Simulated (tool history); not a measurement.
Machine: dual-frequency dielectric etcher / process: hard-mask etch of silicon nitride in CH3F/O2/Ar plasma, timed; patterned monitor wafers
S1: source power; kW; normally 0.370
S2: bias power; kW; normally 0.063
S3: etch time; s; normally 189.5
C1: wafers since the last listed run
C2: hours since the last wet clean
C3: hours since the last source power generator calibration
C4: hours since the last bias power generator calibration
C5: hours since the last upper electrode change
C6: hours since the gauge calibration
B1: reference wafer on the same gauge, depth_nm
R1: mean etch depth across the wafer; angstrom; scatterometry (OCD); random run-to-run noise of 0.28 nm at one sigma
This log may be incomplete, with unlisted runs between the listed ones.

run,day,S1,S2,S3,C1,C2,C3,C4,C5,C6,B1,R1
1,0.000,0.370,0.063,189.5,0,160.5,3022.8,4470.8,3778.1,153.1,123.9,1237
2,1.042,0.370,0.063,189.5,188,185.5,3047.8,4495.8,3803.1,178.1,123.9,1239
3,2.392,0.370,0.063,189.5,244,217.9,3080.2,4528.2,3835.5,210.5,124.1,1234
4,2.975,0.370,0.063,189.5,105,231.9,3094.2,4542.2,3849.5,224.5,124.1,1237
5,3.638,0.370,0.063,189.5,120,247.8,3110.1,4558.1,3865.4,240.4,124.0,1233
6,4.204,0.340,0.063,189.5,102,261.4,3123.7,4571.7,3879.0,254.0,124.0,1199
7,5.108,0.370,0.063,208.0,163,283.1,3145.4,4593.4,3900.7,275.7,124.1,1351
8,6.417,0.370,0.063,189.5,237,314.5,3176.8,4624.8,3932.1,307.1,124.1,1229
# day 7.575: wet clean of the chamber
# day 8.488: upper electrode replaced
9,8.508,0.370,0.074,189.5,32,22.4,3227.0,4675.0,0.5,357.3,123.9,1319
10,8.521,0.370,0.074,189.5,2,22.7,3227.3,4675.3,0.8,357.6,124.0,1319
11,9.700,0.370,0.055,189.5,213,51.0,3255.6,4703.6,29.1,385.9,124.1,1193
# day 10.542: gauge calibrated
12,11.183,0.370,0.063,189.5,268,86.6,3291.2,4739.2,64.7,15.4,123.9,1243
13,12.025,0.370,0.063,189.5,152,106.8,3311.4,4759.4,84.9,35.6,124.0,1244
14,12.817,0.370,0.056,189.5,143,125.8,3330.4,4778.4,103.9,54.6,124.0,1196
15,13.975,0.440,0.057,223.0,209,153.6,3358.2,4806.2,131.7,82.4,124.1,1497
# day 14.475: source power generator calibrated
# day 14.908: bias power generator calibrated
16,14.967,0.440,0.052,225.0,119,177.4,11.8,1.4,155.5,106.2,124.0,1472
17,15.671,0.440,0.074,218.0,127,194.3,28.7,18.3,172.4,123.1,123.9,1591
18,16.325,0.370,0.063,189.5,118,210.0,44.4,34.0,188.1,138.8,124.0,1238
19,17.704,0.450,0.063,189.5,249,243.1,77.5,67.1,221.2,171.9,124.0,1315
20,19.017,0.410,0.076,239.5,237,274.6,109.0,98.6,252.7,203.4,123.9,1717
21,19.967,0.370,0.063,189.5,172,297.4,131.8,121.4,275.5,226.2,123.9,1234
22,20.696,0.310,0.055,207.5,132,314.9,149.3,138.9,293.0,243.7,124.0,1216
# day 22.496: wet clean of the chamber
23,22.517,0.370,0.079,240.0,148,0.5,193.0,182.6,336.7,287.4,123.9,1708
24,22.758,0.300,0.063,151.5,43,6.3,198.8,188.4,342.5,293.2,124.0,939
25,26.742,0.310,0.063,227.5,721,101.9,294.4,284.0,438.1,388.8,124.1,1412
# day 27.188: gauge calibrated
26,27.542,0.370,0.063,237.0,144,121.1,313.6,303.2,457.3,8.5,124.0,1555
27,28.042,0.320,0.052,236.0,90,133.1,325.6,315.2,469.3,20.5,124.0,1387
28,29.017,0.370,0.071,208.0,176,156.5,349.0,338.6,492.7,43.9,124.2,1416
29,29.800,0.370,0.063,189.5,141,175.3,367.8,357.4,511.5,62.7,123.9,1243

5 options for the next run, each taken on its own from the tool as it stands now. Forecast them:
A,29.821,0.370,0.063,189.5,3,175.8,368.3,357.9,512.0,63.2,?,?
B,29.821,0.430,0.069,212.5,3,175.8,368.3,357.9,512.0,63.2,?,?
C,29.821,0.370,0.077,189.5,3,175.8,368.3,357.9,512.0,63.2,?,?
D,29.821,0.370,0.057,189.5,3,175.8,368.3,357.9,512.0,63.2,?,?
E,29.821,0.400,0.058,189.5,3,175.8,368.3,357.9,512.0,63.2,?,?

run,B1,R1
A,124.0,1242
B,124.0,1508
C,124.0,1327
D,124.0,1203
E,124.0,1241
Had the tool no hidden state, the same runs would have come out as:
run,R1
A,1256
B,1525
C,1342
D,1216
E,1255
